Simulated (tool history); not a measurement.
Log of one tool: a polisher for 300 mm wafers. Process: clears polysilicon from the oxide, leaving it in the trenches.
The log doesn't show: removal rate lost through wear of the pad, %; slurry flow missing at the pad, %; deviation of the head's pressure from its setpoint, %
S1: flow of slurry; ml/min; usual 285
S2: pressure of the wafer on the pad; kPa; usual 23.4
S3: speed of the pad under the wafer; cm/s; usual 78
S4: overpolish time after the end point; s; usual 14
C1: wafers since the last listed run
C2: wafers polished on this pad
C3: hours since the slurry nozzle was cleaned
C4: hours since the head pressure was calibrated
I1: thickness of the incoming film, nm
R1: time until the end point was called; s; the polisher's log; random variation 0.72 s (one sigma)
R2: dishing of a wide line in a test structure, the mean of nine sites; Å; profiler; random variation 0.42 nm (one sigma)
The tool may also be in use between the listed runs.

run 1 day=0.000 | S1=285 S2=23.4 S3=78 S4=14 | C1=0 C2=158 C3=96.0 C4=676.0 | I1=473.5 | R1=38.0 R2=380
run 2 day=1.146 | S1=335 S2=23.4 S3=78 S4=14 | C1=190 C2=349 C3=123.5 C4=703.5 | I1=471.7 | R1=38.3 R2=380
run 3 day=2.629 | S1=285 S2=23.4 S3=78 S4=19 | C1=246 C2=596 C3=159.1 C4=739.1 | I1=465.9 | R1=40.0 R2=387
run 4 day=3.167 | S1=285 S2=23.4 S3=78 S4=19 | C1=89 C2=685 C3=172.0 C4=752.0 | I1=469.0 | R1=41.2 R2=384
run 5 day=4.625 | S1=285 S2=23.4 S3=78 S4=19 | C1=242 C2=928 C3=207.0 C4=787.0 | I1=474.5 | R1=42.7 R2=381
-- day=5.096 worn pad replaced by a new one
run 6 day=5.217 | S1=285 S2=23.4 S3=78 S4=14 | C1=70 C2=20 C3=221.2 C4=801.2 | I1=467.5 | R1=36.8 R2=380
run 7 day=6.342 | S1=285 S2=23.4 S3=78 S4=14 | C1=187 C2=207 C3=248.2 C4=828.2 | I1=462.7 | R1=36.5 R2=378
run 8 day=7.008 | S1=285 S2=23.4 S3=78 S4=14 | C1=110 C2=318 C3=264.2 C4=844.2 | I1=463.9 | R1=37.0 R2=378
-- day=8.496 head pressure recalibrated
run 9 day=8.517 | S1=365 S2=23.4 S3=78 S4=14 | C1=237 C2=555 C3=300.4 C4=0.5 | I1=476.9 | R1=39.2 R2=384
-- day=9.671 worn pad replaced by a new one, of another model than before
run 10 day=9.692 | S1=365 S2=23.4 S3=78 S4=14 | C1=167 C2=3 C3=328.6 C4=28.7 | I1=460.3 | R1=36.2 R2=382
run 11 day=10.712 | S1=365 S2=23.4 S3=78 S4=14 | C1=169 C2=173 C3=353.1 C4=53.2 | I1=470.2 | R1=36.9 R2=385
run 12 day=11.279 | S1=285 S2=23.4 S3=78 S4=14 | C1=94 C2=267 C3=366.7 C4=66.8 | I1=472.2 | R1=39.3 R2=377
run 13 day=12.038 | S1=285 S2=23.4 S3=78 S4=14 | C1=126 C2=393 C3=384.9 C4=85.0 | I1=479.4 | R1=40.0 R2=376
run 14 day=12.867 | S1=220 S2=15.9 S3=78 S4=6 | C1=138 C2=532 C3=404.8 C4=104.9 | I1=466.6 | R1=48.1 R2=293
run 15 day=14.221 | S1=315 S2=20.7 S3=64 S4=18 | C1=225 C2=757 C3=437.3 C4=137.4 | I1=459.7 | R1=46.1 R2=384
-- day=15.042 worn pad replaced by a new one
run 16 day=15.662 | S1=285 S2=20.0 S3=86 S4=9 | C1=212 C2=103 C3=471.9 C4=172.0 | I1=462.5 | R1=37.4 R2=355
run 17 day=16.717 | S1=285 S2=23.4 S3=78 S4=14 | C1=175 C2=279 C3=497.2 C4=197.3 | I1=474.9 | R1=37.8 R2=380
-- day=17.158 slurry nozzle cleaned
run 18 day=17.792 | S1=225 S2=23.4 S3=54 S4=14 | C1=172 C2=451 C3=15.2 C4=223.1 | I1=471.2 | R1=49.3 R2=366
run 19 day=18.546 | S1=285 S2=23.4 S3=78 S4=14 | C1=125 C2=576 C3=33.3 C4=241.2 | I1=469.6 | R1=39.4 R2=379
-- day=19.596 worn pad replaced by a new one
run 20 day=19.912 | S1=285 S2=30.3 S3=94 S4=18 | C1=199 C2=52 C3=66.1 C4=274.0 | I1=469.5 | R1=28.7 R2=392
run 21 day=20.550 | S1=235 S2=23.4 S3=86 S4=21 | C1=106 C2=158 C3=81.4 C4=289.3 | I1=479.1 | R1=37.5 R2=385
run 22 day=21.779 | S1=250 S2=16.5 S3=90 S4=14 | C1=204 C2=363 C3=110.9 C4=318.8 | I1=476.1 | R1=41.6 R2=381
run 23 day=22.717 | S1=200 S2=29.6 S3=78 S4=16 | C1=156 C2=519 C3=133.4 C4=341.3 | I1=477.9 | R1=37.6 R2=374
run 24 day=23.612 | S1=285 S2=23.4 S3=78 S4=14 | C1=149 C2=668 C3=154.9 C4=362.8 | I1=463.1 | R1=40.7 R2=376
-- day=24.433 worn pad replaced by a new one
run 25 day=24.583 | S1=345 S2=31.0 S3=70 S4=14 | C1=133 C2=25 C3=178.2 C4=386.1 | I1=467.4 | R1=33.4 R2=378
run 26 day=25.883 | S1=255 S2=31.7 S3=66 S4=6 | C1=216 C2=241 C3=209.4 C4=417.3 | I1=467.1 | R1=35.6 R2=331
run 27 day=26.512 | S1=285 S2=23.4 S3=78 S4=14 | C1=104 C2=346 C3=224.5 C4=432.4 | I1=479.0 | R1=40.2 R2=378

Forecast each of these 5 alternatives for the next run:
run A day=26.529 | S1=285 S2=23.4 S3=78 S4=14 | C1=2 C2=349 C3=224.9 C4=432.8 | I1=466.0 | R1=? R2=?
run B day=26.529 | S1=330 S2=23.4 S3=78 S4=7 | C1=2 C2=349 C3=224.9 C4=432.8 | I1=466.0 | R1=? R2=?
run C day=26.529 | S1=325 S2=20.7 S3=54 S4=14 | C1=2 C2=349 C3=224.9 C4=432.8 | I1=466.0 | R1=? R2=?
run D day=26.529 | S1=215 S2=29.0 S3=66 S4=14 | C1=2 C2=349 C3=224.9 C4=432.8 | I1=466.0 | R1=? R2=?
run E day=26.529 | S1=285 S2=25.5 S3=104 S4=9 | C1=2 C2=349 C3=224.9 C4=432.8 | I1=466.0 | R1=? R2=?

run=A R1=38.7 R2=378
run=B R1=38.0 R2=337
run=C R1=48.2 R2=370
run=D R1=40.2 R2=377
run=E R1=31.6 R2=369
Without the tool's hidden state the same runs would have given:
run=A R1=37.9 R2=378
run=B R1=37.2 R2=339
run=C R1=47.3 R2=371
run=D R1=39.4 R2=377
run=E R1=30.9 R2=370

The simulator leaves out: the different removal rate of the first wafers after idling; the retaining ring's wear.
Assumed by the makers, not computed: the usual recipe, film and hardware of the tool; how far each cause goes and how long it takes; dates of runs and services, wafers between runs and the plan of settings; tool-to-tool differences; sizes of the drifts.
